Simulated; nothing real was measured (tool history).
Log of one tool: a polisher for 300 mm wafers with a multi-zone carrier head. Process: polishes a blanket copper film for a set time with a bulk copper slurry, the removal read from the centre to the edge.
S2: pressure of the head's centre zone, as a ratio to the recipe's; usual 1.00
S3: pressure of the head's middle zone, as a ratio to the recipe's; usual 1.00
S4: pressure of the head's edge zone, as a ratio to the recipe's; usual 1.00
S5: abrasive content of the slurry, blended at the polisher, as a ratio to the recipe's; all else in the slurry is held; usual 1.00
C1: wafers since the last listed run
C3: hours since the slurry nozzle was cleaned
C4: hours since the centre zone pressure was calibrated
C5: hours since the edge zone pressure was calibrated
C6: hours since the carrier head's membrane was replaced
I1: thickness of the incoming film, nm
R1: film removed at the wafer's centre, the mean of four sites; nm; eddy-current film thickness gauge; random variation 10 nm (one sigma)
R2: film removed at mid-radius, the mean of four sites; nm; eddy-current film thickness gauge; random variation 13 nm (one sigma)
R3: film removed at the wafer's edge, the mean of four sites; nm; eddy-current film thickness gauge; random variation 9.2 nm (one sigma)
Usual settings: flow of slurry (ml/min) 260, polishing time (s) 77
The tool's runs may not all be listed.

run 1 hour=0.0 | flow_of_slurry_(ml/min)=310 S2=1.00 S3=1.00 S4=1.00 S5=1.00 polishing_time_(s)=77 | C1=0 wafers_polished_on_this_pad=1311 C3=662.9 C4=1232.8 C5=521.2 C6=1678.3 | I1=4490.3 | R1=1042.9 R2=1055.8 R3=1036.4
run 2 hour=33.5 | flow_of_slurry_(ml/min)=260 S2=1.00 S3=1.00 S4=1.00 S5=1.00 polishing_time_(s)=77 | C1=454 wafers_polished_on_this_pad=1766 C3=696.4 C4=1266.3 C5=554.7 C6=1711.8 | I1=4448.3 | R1=1026.8 R2=1057.3 R3=1016.0
-- hour=45.5 centre zone pressure recalibrated
run 3 hour=94.1 | flow_of_slurry_(ml/min)=260 S2=1.00 S3=1.00 S4=1.00 S5=1.00 polishing_time_(s)=77 | C1=795 wafers_polished_on_this_pad=2562 C3=757.0 C4=48.6 C5=615.3 C6=1772.4 | I1=4574.2 | R1=1034.4 R2=1067.1 R3=1030.5
run 4 hour=247.6 | flow_of_slurry_(ml/min)=260 S2=1.00 S3=1.00 S4=1.00 S5=1.00 polishing_time_(s)=77 | C1=2084 wafers_polished_on_this_pad=4646 C3=910.5 C4=202.1 C5=768.8 C6=1925.9 | I1=4536.1 | R1=1028.3 R2=1064.5 R3=1033.6
-- hour=263.7 worn pad replaced by a new one
run 5 hour=289.2 | flow_of_slurry_(ml/min)=260 S2=1.00 S3=1.00 S4=1.00 S5=1.00 polishing_time_(s)=77 | C1=510 wafers_polished_on_this_pad=346 C3=952.1 C4=243.7 C5=810.4 C6=1967.5 | I1=4445.6 | R1=1040.6 R2=1052.7 R3=1028.7
run 6 hour=319.8 | flow_of_slurry_(ml/min)=260 S2=1.00 S3=1.00 S4=1.00 S5=0.90 polishing_time_(s)=77 | C1=415 wafers_polished_on_this_pad=762 C3=982.7 C4=274.3 C5=841.0 C6=1998.1 | I1=4447.7 | R1=998.1 R2=1014.4 R3=1011.9
-- hour=342.0 slurry nozzle cleaned
-- hour=409.3 carrier head's membrane replaced by a new one
run 7 hour=444.7 | flow_of_slurry_(ml/min)=310 S2=1.00 S3=0.93 S4=1.00 S5=1.25 polishing_time_(s)=77 | C1=1614 wafers_polished_on_this_pad=2377 C3=102.7 C4=399.2 C5=965.9 C6=35.4 | I1=4441.3 | R1=1103.8 R2=1086.9 R3=1080.7
run 8 hour=475.9 | flow_of_slurry_(ml/min)=260 S2=1.00 S3=1.00 S4=1.00 S5=1.30 polishing_time_(s)=86 | C1=423 wafers_polished_on_this_pad=2800 C3=133.9 C4=430.4 C5=997.1 C6=66.6 | I1=4448.5 | R1=1233.1 R2=1231.7 R3=1195.3
-- hour=495.4 edge zone pressure recalibrated
run 9 hour=518.6 | flow_of_slurry_(ml/min)=260 S2=1.00 S3=1.00 S4=1.00 S5=1.00 polishing_time_(s)=77 | C1=552 wafers_polished_on_this_pad=3353 C3=176.6 C4=473.1 C5=23.2 C6=109.3 | I1=4410.8 | R1=1019.5 R2=1061.5 R3=1028.6
-- hour=543.2 worn pad replaced by a new one
run 10 hour=563.4 | flow_of_slurry_(ml/min)=260 S2=1.00 S3=1.00 S4=1.07 S5=1.15 polishing_time_(s)=77 | C1=554 wafers_polished_on_this_pad=273 C3=221.4 C4=517.9 C5=68.0 C6=154.1 | I1=4468.1 | R1=1072.9 R2=1060.5 R3=1090.1
run 11 hour=610.1 | flow_of_slurry_(ml/min)=260 S2=1.00 S3=1.00 S4=1.07 S5=1.15 polishing_time_(s)=77 | C1=634 wafers_polished_on_this_pad=907 C3=268.1 C4=564.6 C5=114.7 C6=200.8 | I1=4559.2 | R1=1051.2 R2=1087.8 R3=1111.9
run 12 hour=681.4 | flow_of_slurry_(ml/min)=260 S2=1.00 S3=1.00 S4=1.00 S5=1.00 polishing_time_(s)=77 | C1=968 wafers_polished_on_this_pad=1876 C3=339.4 C4=635.9 C5=186.0 C6=272.1 | I1=4557.8 | R1=1035.2 R2=1053.9 R3=1023.5
run 13 hour=731.0 | flow_of_slurry_(ml/min)=260 S2=0.92 S3=1.00 S4=1.12 S5=1.00 polishing_time_(s)=77 | C1=673 wafers_polished_on_this_pad=2549 C3=389.0 C4=685.5 C5=235.6 C6=321.7 | I1=4434.4 | R1=943.5 R2=1062.4 R3=1088.9
run 14 hour=795.6 | flow_of_slurry_(ml/min)=260 S2=0.92 S3=1.00 S4=1.00 S5=1.10 polishing_time_(s)=77 | C1=877 wafers_polished_on_this_pad=3427 C3=453.6 C4=750.1 C5=300.2 C6=386.3 | I1=4419.0 | R1=970.5 R2=1060.7 R3=1048.0
run 15 hour=848.0 | flow_of_slurry_(ml/min)=260 S2=1.00 S3=1.00 S4=1.00 S5=1.00 polishing_time_(s)=77 | C1=711 wafers_polished_on_this_pad=4138 C3=506.0 C4=802.5 C5=352.6 C6=438.7 | I1=4477.4 | R1=1049.6 R2=1065.6 R3=1040.7
-- hour=857.1 worn pad replaced by a new one
run 16 hour=890.5 | flow_of_slurry_(ml/min)=260 S2=1.00 S3=1.00 S4=1.08 S5=0.80 polishing_time_(s)=77 | C1=522 wafers_polished_on_this_pad=453 C3=548.5 C4=845.0 C5=395.1 C6=481.2 | I1=4434.1 | R1=979.9 R2=1028.8 R3=1026.3
run 17 hour=942.0 | flow_of_slurry_(ml/min)=260 S2=1.00 S3=1.00 S4=1.00 S5=1.00 polishing_time_(s)=77 | C1=699 wafers_polished_on_this_pad=1152 C3=600.0 C4=896.5 C5=446.6 C6=532.7 | I1=4411.7 | R1=1025.0 R2=1046.9 R3=1030.1
run 18 hour=976.9 | flow_of_slurry_(ml/min)=305 S2=1.00 S3=1.00 S4=1.07 S5=1.00 polishing_time_(s)=52 | C1=473 wafers_polished_on_this_pad=1626 C3=634.9 C4=931.4 C5=481.5 C6=567.6 | I1=4544.5 | R1=699.0 R2=734.4 R3=725.8
run 19 hour=1015.7 | flow_of_slurry_(ml/min)=260 S2=1.00 S3=1.00 S4=1.00 S5=1.00 polishing_time_(s)=77 | C1=526 wafers_polished_on_this_pad=2153 C3=673.7 C4=970.2 C5=520.3 C6=606.4 | I1=4470.9 | R1=1027.2 R2=1034.9 R3=1031.4
run 20 hour=1144.1 | flow_of_slurry_(ml/min)=260 S2=1.00 S3=1.00 S4=1.00 S5=0.85 polishing_time_(s)=64 | C1=1743 wafers_polished_on_this_pad=3897 C3=802.1 C4=1098.6 C5=648.7 C6=734.8 | I1=4441.9 | R1=833.0 R2=847.4 R3=830.0
-- hour=1166.4 worn pad replaced by a new one
-- hour=1166.6 centre zone pressure recalibrated
run 21 hour=1181.1 | flow_of_slurry_(ml/min)=260 S2=1.00 S3=1.00 S4=1.06 S5=1.00 polishing_time_(s)=77 | C1=445 wafers_polished_on_this_pad=197 C3=839.1 C4=14.5 C5=685.7 C6=771.8 | I1=4520.9 | R1=1024.9 R2=1063.3 R3=1053.2

4 ways to go on from here, each from the tool as it stands after run 21. What would each give?
run A hour=1181.5 | flow_of_slurry_(ml/min)=260 S2=1.00 S3=1.00 S4=1.00 S5=1.00 polishing_time_(s)=77 | C1=5 wafers_polished_on_this_pad=202 C3=839.5 C4=14.9 C5=686.1 C6=772.2 | I1=4493.8 | R1=? R2=? R3=?
run B hour=1181.5 | flow_of_slurry_(ml/min)=335 S2=1.00 S3=1.05 S4=1.00 S5=1.00 polishing_time_(s)=77 | C1=5 wafers_polished_on_this_pad=202 C3=839.5 C4=14.9 C5=686.1 C6=772.2 | I1=4493.8 | R1=? R2=? R3=?
run C hour=1181.5 | flow_of_slurry_(ml/min)=235 S2=1.06 S3=1.00 S4=1.00 S5=1.25 polishing_time_(s)=77 | C1=5 wafers_polished_on_this_pad=202 C3=839.5 C4=14.9 C5=686.1 C6=772.2 | I1=4493.8 | R1=? R2=? R3=?
run D hour=1181.5 | flow_of_slurry_(ml/min)=220 S2=0.93 S3=1.00 S4=1.00 S5=1.00 polishing_time_(s)=77 | C1=5 wafers_polished_on_this_pad=202 C3=839.5 C4=14.9 C5=686.1 C6=772.2 | I1=4493.8 | R1=? R2=? R3=?

run=A R1=1014.8 R2=1055.3 R3=1007.6
run=B R1=1040.3 R2=1116.8 R3=1024.3
run=C R1=1113.1 R2=1092.2 R3=1045.7
run=D R1=925.8 R2=1038.0 R3=994.8
Without the tool's hidden state the same runs would have given:
run=A R1=1014.8 R2=1055.3 R3=1007.6
run=B R1=1040.3 R2=1116.8 R3=1024.3
run=C R1=1113.1 R2=1092.2 R3=1045.7
run=D R1=925.8 R2=1038.0 R3=994.8
